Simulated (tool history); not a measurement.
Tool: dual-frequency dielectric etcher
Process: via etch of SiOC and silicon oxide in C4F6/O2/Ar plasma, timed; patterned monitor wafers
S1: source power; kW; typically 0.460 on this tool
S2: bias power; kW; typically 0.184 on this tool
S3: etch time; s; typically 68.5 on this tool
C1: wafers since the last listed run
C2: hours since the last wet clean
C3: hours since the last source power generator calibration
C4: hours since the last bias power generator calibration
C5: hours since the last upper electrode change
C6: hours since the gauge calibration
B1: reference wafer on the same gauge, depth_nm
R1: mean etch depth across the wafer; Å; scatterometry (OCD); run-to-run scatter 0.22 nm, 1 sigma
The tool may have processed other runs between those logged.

run	hour	S1	S2	S3	C1	C2	C3	C4	C5	C6	B1	R1
1	0.0	0.500	0.184	68.5	0	399.5	1883.2	2581.6	3843.9	169.7	93.0	847
2	18.6	0.420	0.184	68.5	232	418.1	1901.8	2600.2	3862.5	188.3	93.0	782
3	33.8	0.460	0.184	68.5	189	433.3	1917.0	2615.4	3877.7	203.5	93.2	816
# hour 47.4: gauge calibrated
4	51.6	0.460	0.184	68.5	222	451.1	1934.8	2633.2	3895.5	4.2	92.3	806
5	83.8	0.460	0.184	68.5	401	483.3	1967.0	2665.4	3927.7	36.4	92.7	810
# hour 119.6: wet clean of the chamber
6	120.1	0.410	0.169	68.5	153	0.5	2003.3	2701.7	3964.0	72.7	92.8	743
7	120.4	0.460	0.184	68.5	3	0.8	2003.6	2702.0	3964.3	73.0	92.8	812
8	135.4	0.360	0.203	68.5	187	15.8	2018.6	2717.0	3979.3	88.0	92.9	759
# hour 153.3: bias power generator calibrated
9	165.9	0.420	0.199	86.5	330	46.3	2049.1	12.6	4009.8	118.5	93.0	1017
# hour 196.0: upper electrode replaced
10	196.5	0.570	0.227	87.0	82	76.9	2079.7	43.2	0.5	149.1	93.1	1243
11	246.8	0.460	0.184	68.5	627	127.2	2130.0	93.5	50.8	199.4	93.1	816
# hour 263.5: gauge calibrated
# hour 267.5: source power generator calibrated
12	275.0	0.460	0.216	62.5	301	155.4	7.5	121.7	79.0	11.5	92.3	787
13	305.4	0.540	0.222	75.0	379	185.8	37.9	152.1	109.4	41.9	92.5	1032
14	334.5	0.460	0.184	62.0	363	214.9	67.0	181.2	138.5	71.0	92.7	736
15	363.2	0.460	0.184	68.5	358	243.6	95.7	209.9	167.2	99.7	92.8	811

Here are 5 independent what-if runs from the current tool condition. What would each one return?
A	363.6	0.460	0.184	68.5	4	244.0	96.1	210.3	167.6	100.1	?	?
B	363.6	0.460	0.184	51.0	4	244.0	96.1	210.3	167.6	100.1	?	?
C	363.6	0.370	0.184	82.0	4	244.0	96.1	210.3	167.6	100.1	?	?
D	363.6	0.400	0.198	68.5	4	244.0	96.1	210.3	167.6	100.1	?	?
E	363.6	0.460	0.171	52.5	4	244.0	96.1	210.3	167.6	100.1	?	?

run	B1	R1
A	92.8	810
B	92.8	603
C	92.8	878
D	92.8	785
E	92.8	601
Without the tool's hidden state the same runs would have given:
run	R1
A	804
B	599
C	872
D	780
E	597
